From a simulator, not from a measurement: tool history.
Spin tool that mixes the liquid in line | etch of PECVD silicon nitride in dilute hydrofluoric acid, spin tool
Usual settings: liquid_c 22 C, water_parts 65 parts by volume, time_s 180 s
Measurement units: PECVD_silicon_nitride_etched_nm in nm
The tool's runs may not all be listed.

| run | hour | liquid_c | water_parts | time_s | wafers since the last listed run | hours since the thermometer was replaced | hours since the hydrofluoric acid flow meter was replaced | hours since the gauge calibration | read-back film thickness of the PECVD silicon nitride reference wafer, read on the same gauge (nm) | PECVD_silicon_nitride_etched_nm |
|---|---|---|---|---|---|---|---|---|---|---|
| 1 | 0 | 19.5 | 65 | 180 | 0 | 2154.9 | 1794 | 85.1 | 70.004 | 4.194 |
| 2 | 11.5 | 22 | 85 | 180 | 115 | 2166.4 | 1805.5 | 96.6 | 69.994 | 3.804 |
| 3 | 21.5 | 22 | 85 | 180 | 100 | 2176.4 | 1815.5 | 106.6 | 69.979 | 3.829 |
| 4 | 30.7 | 22 | 65 | 180 | 92 | 2185.6 | 1824.7 | 115.8 | 70.011 | 4.982 |
| 5 | 41.9 | 22 | 65 | 180 | 112 | 2196.8 | 1835.9 | 127 | 69.983 | 4.977 |
| 6 | 51.1 | 22 | 65 | 180 | 92 | 2206 | 1845.1 | 136.2 | 70.006 | 4.954 |
| 7 | 64 | 22 | 45 | 180 | 129 | 2218.9 | 1858 | 149.1 | 70.004 | 7.095 |
|  | 78 | hydrofluoric acid flow meter replaced |
| 8 | 80.4 | 22 | 45 | 180 | 154 | 2235.3 | 2.4 | 165.5 | 70.005 | 6.357 |
| 9 | 94 | 22 | 45 | 180 | 136 | 2248.9 | 16 | 179.1 | 70.004 | 6.286 |
| 10 | 105.2 | 22 | 65 | 180 | 112 | 2260.1 | 27.2 | 190.3 | 69.984 | 4.452 |
| 11 | 113.7 | 22 | 65 | 180 | 85 | 2268.6 | 35.7 | 198.8 | 70.007 | 4.359 |
| 12 | 127.4 | 22 | 65 | 180 | 137 | 2282.3 | 49.4 | 212.5 | 70.016 | 4.373 |
| 13 | 135.5 | 20 | 45 | 180 | 81 | 2290.4 | 57.5 | 220.6 | 69.999 | 5.533 |
|  | 139.5 | thermometer replaced |
| 14 | 146.8 | 25.5 | 65 | 145 | 103 | 7.3 | 68.8 | 231.9 | 69.994 | 4.488 |
| 15 | 156.4 | 22 | 45 | 180 | 96 | 16.9 | 78.4 | 241.5 | 69.997 | 6.362 |
| 16 | 166.9 | 22 | 85 | 180 | 105 | 27.4 | 88.9 | 252 | 70.012 | 3.398 |
| 17 | 175.2 | 22 | 65 | 180 | 83 | 35.7 | 97.2 | 260.3 | 70.001 | 4.465 |
| 18 | 182.2 | 22 | 65 | 70 | 70 | 42.7 | 104.2 | 267.3 | 69.977 | 1.718 |
| 19 | 198.2 | 23.5 | 55 | 260 | 160 | 58.7 | 120.2 | 283.3 | 69.974 | 8.36 |
| 20 | 206.3 | 25 | 75 | 180 | 81 | 66.8 | 128.3 | 291.4 | 70.009 | 4.684 |
| 21 | 215.9 | 22 | 65 | 180 | 96 | 76.4 | 137.9 | 301 | 70.015 | 4.43 |
| 22 | 233 | 18.5 | 85 | 180 | 171 | 93.5 | 155 | 318.1 | 69.972 | 2.703 |
| 23 | 246 | 22 | 85 | 180 | 130 | 106.5 | 168 | 331.1 | 70.005 | 3.422 |
|  | 263.2 | gauge calibrated |
| 24 | 263.3 | 19.5 | 50 | 110 | 173 | 123.8 | 185.3 | 0.1 | 69.995 | 3.005 |
| 25 | 280.7 | 22 | 65 | 180 | 174 | 141.2 | 202.7 | 17.5 | 69.972 | 4.498 |
| 26 | 298.6 | 22 | 65 | 180 | 179 | 159.1 | 220.6 | 35.4 | 69.987 | 4.492 |
| 27 | 313.2 | 22 | 40 | 180 | 146 | 173.7 | 235.2 | 50 | 69.991 | 7.158 |
| 28 | 319.4 | 18.5 | 35 | 180 | 62 | 179.9 | 241.4 | 56.2 | 69.996 | 6.342 |
| 29 | 329 | 25 | 55 | 80 | 96 | 189.5 | 251 | 65.8 | 69.998 | 2.845 |
| 30 | 343.8 | 17.5 | 75 | 110 | 148 | 204.3 | 265.8 | 80.6 | 69.997 | 1.719 |
| 31 | 360 | 19.5 | 50 | 225 | 162 | 220.5 | 282 | 96.8 | 69.982 | 6.144 |
| 32 | 366 | 22 | 75 | 180 | 60 | 226.5 | 288 | 102.8 | 70.017 | 3.873 |

Hidden condition of the tool, last listed run before each entry between runs versus first listed run after:
In the gap between runs 7 and 8: hydrofluoric acid flow meter replaced (hour 78)
  hydrofluoric acid flow above the setpoint (%): 14 -> 0.0301
  the result without the hidden state subtracted from the measured one, PECVD_silicon_nitride_etched_nm: +0.848 -> +0.001 nm
In the gap between runs 13 and 14: thermometer replaced (hour 139.5)
  hydrofluoric acid flow above the setpoint (%): 0.379 -> 0.45
  the result without the hidden state subtracted from the measured one, PECVD_silicon_nitride_etched_nm: +0.02 -> +0.02 nm
In the gap between runs 23 and 24: gauge calibrated (hour 263.2)
  hydrofluoric acid flow above the setpoint (%): 1.08 -> 1.19
  the result without the hidden state subtracted from the measured one, PECVD_silicon_nitride_etched_nm: +0.036 -> +0.034 nm
